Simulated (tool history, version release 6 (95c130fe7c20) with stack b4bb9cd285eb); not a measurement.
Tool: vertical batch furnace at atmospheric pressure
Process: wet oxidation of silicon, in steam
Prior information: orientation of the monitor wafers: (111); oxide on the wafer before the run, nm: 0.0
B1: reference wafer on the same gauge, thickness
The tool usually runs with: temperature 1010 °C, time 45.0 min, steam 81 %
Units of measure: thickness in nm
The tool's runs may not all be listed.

run 1 day=0.000 | temperature=996 time=45.0 steam=81 | B1=420.10 | thickness=345.05
run 2 day=1.450 | temperature=996 time=45.0 steam=81 | B1=420.10 | thickness=345.30
run 3 day=2.746 | temperature=1010 time=45.0 steam=81 | B1=420.04 | thickness=374.86
run 4 day=3.712 | temperature=1010 time=45.0 steam=81 | B1=420.09 | thickness=375.19
-- day=6.142 steam generator serviced
run 5 day=7.696 | temperature=1010 time=45.0 steam=81 | B1=420.02 | thickness=391.19
-- day=8.188 gauge calibrated
run 6 day=8.938 | temperature=1023 time=45.0 steam=74 | B1=419.94 | thickness=397.22
run 7 day=9.521 | temperature=1023 time=45.0 steam=74 | B1=419.95 | thickness=396.92
-- day=11.258 thermocouples replaced and temperature profile calibrated
run 8 day=11.279 | temperature=1023 time=45.0 steam=74 | B1=420.24 | thickness=397.20
run 9 day=11.542 | temperature=1010 time=45.0 steam=81 | B1=419.97 | thickness=391.61
run 10 day=12.150 | temperature=1025 time=56.5 steam=72 | B1=419.96 | thickness=453.78
run 11 day=14.192 | temperature=985 time=45.0 steam=92 | B1=420.03 | thickness=361.72
run 12 day=14.746 | temperature=1010 time=45.0 steam=70 | B1=420.09 | thickness=356.41
run 13 day=15.375 | temperature=1010 time=34.0 steam=70 | B1=419.98 | thickness=296.54
run 14 day=16.346 | temperature=1010 time=45.0 steam=81 | B1=420.10 | thickness=390.50
run 15 day=17.358 | temperature=996 time=25.0 steam=88 | B1=419.94 | thickness=256.40
run 16 day=18.542 | temperature=1010 time=45.0 steam=81 | B1=420.18 | thickness=389.18
run 17 day=19.062 | temperature=997 time=53.0 steam=93 | B1=419.91 | thickness=436.63

4 options for the next run, each taken on its own from the tool as it stands now. Forecast them:
run A day=19.233 | temperature=1010 time=35.5 steam=81 | B1=? | thickness=?
run B day=19.233 | temperature=987 time=63.0 steam=81 | B1=? | thickness=?
run C day=19.233 | temperature=986 time=58.5 steam=75 | B1=? | thickness=?
run D day=19.233 | temperature=990 time=51.5 steam=85 | B1=? | thickness=?

run=A B1=419.80 thickness=335.49
run=B B1=419.80 thickness=420.20
run=C B1=419.80 thickness=378.66
run=D B1=419.80 thickness=387.96
Take away the tool's hidden state, keep each run's random variation, and the runs would have read:
run=A thickness=338.19
run=B thickness=423.57
run=C thickness=381.75
run=D thickness=391.10

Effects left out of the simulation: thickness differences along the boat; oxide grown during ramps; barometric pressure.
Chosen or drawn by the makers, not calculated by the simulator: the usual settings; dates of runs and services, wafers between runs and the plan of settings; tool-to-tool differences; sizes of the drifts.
